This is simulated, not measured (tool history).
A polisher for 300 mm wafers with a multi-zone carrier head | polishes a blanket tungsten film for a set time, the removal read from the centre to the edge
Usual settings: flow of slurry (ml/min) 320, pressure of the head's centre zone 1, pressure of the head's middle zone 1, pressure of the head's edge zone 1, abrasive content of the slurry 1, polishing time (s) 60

run    hour  flow of slurry (ml/min)  pressure of the head's centre zone  pressure of the head's middle zone  pressure of the head's edge zone  abrasive content of the slurry  polishing time (s)  wafers since the last listed run  wafers polished on this pad  hours since the slurry nozzle was cleaned  hours since the centre zone pressure was calibrated  hours since the edge zone pressure was calibrated  hours since the carrier head's membrane was replaced  incoming thickness of the incoming film, nm  film removed at the wafer's centre (angstrom)  film removed at mid-radius (angstrom)  film removed at the wafer's edge (angstrom)
  1       0                      320                                   1                                   1                                 1                               1                  53                                 0                         3486                                      282.3                                                958.9                                              531.3                                                1249.8                                       1527.8                                           3834                                   3921                                         3946
       14.7  -- worn pad replaced by a new one, repeated, since the last time left the tool worse
  2    80.2                      320                                   1                                   1                                 1                               1                  53                               511                          439                                      362.5                                               1039.1                                              611.5                                                  1330                                       1530.6                                           4497                                   4627                                         4686
  3   181.9                      320                                   1                                   1                                 1                               1                  53                               682                         1122                                      464.2                                               1140.8                                              713.2                                                1431.7                                       1516.3                                           4493                                   4539                                         4574
  4   235.2                      385                                1.06                                   1                              0.94                             0.8                  60                               357                         1479                                      517.5                                               1194.1                                              766.5                                                  1485                                       1525.1                                           4916                                   4714                                         4787
  5   286.8                      320                                   1                                   1                                 1                               1                  60                               346                         1826                                      569.1                                               1245.7                                              818.1                                                1536.6                                         1520                                           4931                                   5008                                         5162
      301.9  -- edge zone pressure recalibrated
        341  -- carrier head's membrane replaced by a new one
      365.2  -- slurry nozzle cleaned
  6   375.5                      320                                   1                                0.95                                 1                               1                  60                               541                         2367                                       10.3                                               1334.4                                               73.6                                                  34.5                                       1517.7                                           4891                                   4760                                         5074
  7   453.3                      255                                   1                                   1                                 1                               1                  80                               522                         2889                                       88.1                                               1412.2                                              151.4                                                 112.3                                       1505.2                                           6352                                   6450                                         6522
      470.2  -- worn pad replaced by a new one
  8   558.7                      320                                   1                                   1                                 1                               1                  60                               680                          593                                      193.5                                               1517.6                                              256.8                                                 217.7                                       1528.4                                           5101                                   5162                                         5311
  9   599.5                      320                                   1                                   1                               1.1                               1                  60                               273                          867                                      234.3                                               1558.4                                              297.6                                                 258.5                                       1526.5                                           5132                                   5188                                         5524
 10   665.3                      320                                   1                                   1                                 1                               1                  53                               441                         1309                                      300.1                                               1624.2                                              363.4                                                 324.3                                       1509.8                                           4586                                   4502                                         4623
      670.2  -- centre zone pressure recalibrated
 11   727.7                      320                                   1                                   1                                 1                               1                  60                               405                         1714                                      362.5                                                 57.5                                              425.8                                                 386.7                                       1531.4                                           5087                                   5209                                         5158
 12     789                      320                                1.06                                   1                              1.09                               1                  60                               411                         2125                                      423.8                                                118.8                                              487.1                                                   448                                       1532.3                                           5201                                   4988                                         5316
      878.7  -- worn pad replaced by a new one
 13   893.3                      320                                0.93                                   1                                 1                             1.3                  60                               673                           97                                      528.1                                                223.1                                              591.4                                                 552.3                                       1536.6                                           5267                                   5669                                         5754
 14   952.7                      235                                1.08                                   1                              1.03                               1                  77                               398                          496                                      587.5                                                282.5                                              650.8                                                 611.7                                       1526.5                                           6858                                   6400                                         6728
 15  1006.5                      270                                   1                                   1                              1.03                               1                  68                               361                          857                                      641.3                                                336.3                                              704.6                                                 665.5                                       1554.6                                           5639                                   5810                                         5873
     1036.4  -- edge zone pressure recalibrated
 16  1069.9                      320                                   1                                1.06                                 1                               1                  70                               412                         1269                                      704.7                                                399.7                                               33.5                                                 728.9                                       1533.9                                           5946                                   6314                                         6021
 17  1115.5                      320                                   1                                   1                                 1                               1                  60                               306                         1575                                      750.3                                                445.3                                               79.1                                                 774.5                                       1549.7                                           5048                                   5107                                         5174
 18  1162.3                      415                                   1                                   1                              0.95                            1.15                  46                               314                         1889                                      797.1                                                492.1                                              125.9                                                 821.3                                         1516                                           4068                                   4080                                         4126
     1189.8  -- slurry nozzle cleaned
 19  1233.6                      320                                   1                                   1                                 1                               1                  60                               471                         2361                                       43.8                                                563.4                                              197.2                                                 892.6                                       1543.3                                           4997                                   5002                                         5133
 20  1290.4                      320                                   1                                   1                                 1                            0.75                  60                               381                         2742                                      100.6                                                620.2                                                254                                                 949.4                                       1540.4                                           4483                                   4514                                         4598

Hidden state at the last listed run before each entry between runs and at the first one after, where it differs:
Between runs 1 and 2: worn pad replaced by a new one, repeated, since the last time left the tool worse (hour 14.7)
  removal rate lost through wear of the pad, %: 15.5 -> 1.7
  measured less the result without the state, film removed at the wafer's centre (angstrom): -702 -> -78; film removed at mid-radius (angstrom): -717 -> -79; film removed at the wafer's edge (angstrom): -722 -> -81
Between runs 5 and 6: edge zone pressure recalibrated (hour 301.9); carrier head's membrane replaced by a new one (hour 341); slurry nozzle cleaned (hour 365.2)
  removal rate lost through wear of the pad, %: 3.91 -> 4.86
  measured less the result without the state, film removed at the wafer's centre (angstrom): -201 -> -250; film removed at mid-radius (angstrom): -204 -> -243; film removed at the wafer's edge (angstrom): -210 -> -259
Between runs 7 and 8: worn pad replaced by a new one (hour 470.2)
  removal rate lost through wear of the pad, %: 5.69 -> 1.43
  measured less the result without the state, film removed at the wafer's centre (angstrom): -384 -> -74; film removed at mid-radius (angstrom): -389 -> -75; film removed at the wafer's edge (angstrom): -393 -> -77
Between runs 10 and 11: centre zone pressure recalibrated (hour 670.2)
  removal rate lost through wear of the pad, %: 2.57 -> 3.24
  measured less the result without the state, film removed at the wafer's centre (angstrom): -121 -> -170; film removed at mid-radius (angstrom): -119 -> -175; film removed at the wafer's edge (angstrom): -123 -> -173
Between runs 12 and 13: worn pad replaced by a new one (hour 878.7)
  removal rate lost through wear of the pad, %: 3.9 -> 0.497
  measured less the result without the state, film removed at the wafer's centre (angstrom): -211 -> -27; film removed at mid-radius (angstrom): -203 -> -28; film removed at the wafer's edge (angstrom): -215 -> -29
Between runs 15 and 16: edge zone pressure recalibrated (hour 1036.4)
  removal rate lost through wear of the pad, %: 1.71 -> 2.39
  measured less the result without the state, film removed at the wafer's centre (angstrom): -98 -> -146; film removed at mid-radius (angstrom): -101 -> -155; film removed at the wafer's edge (angstrom): -102 -> -147
Between runs 18 and 19: slurry nozzle cleaned (hour 1189.8)
  removal rate lost through wear of the pad, %: 3.38 -> 4.14
  measured less the result without the state, film removed at the wafer's centre (angstrom): -142 -> -216; film removed at mid-radius (angstrom): -142 -> -216; film removed at the wafer's edge (angstrom): -144 -> -221
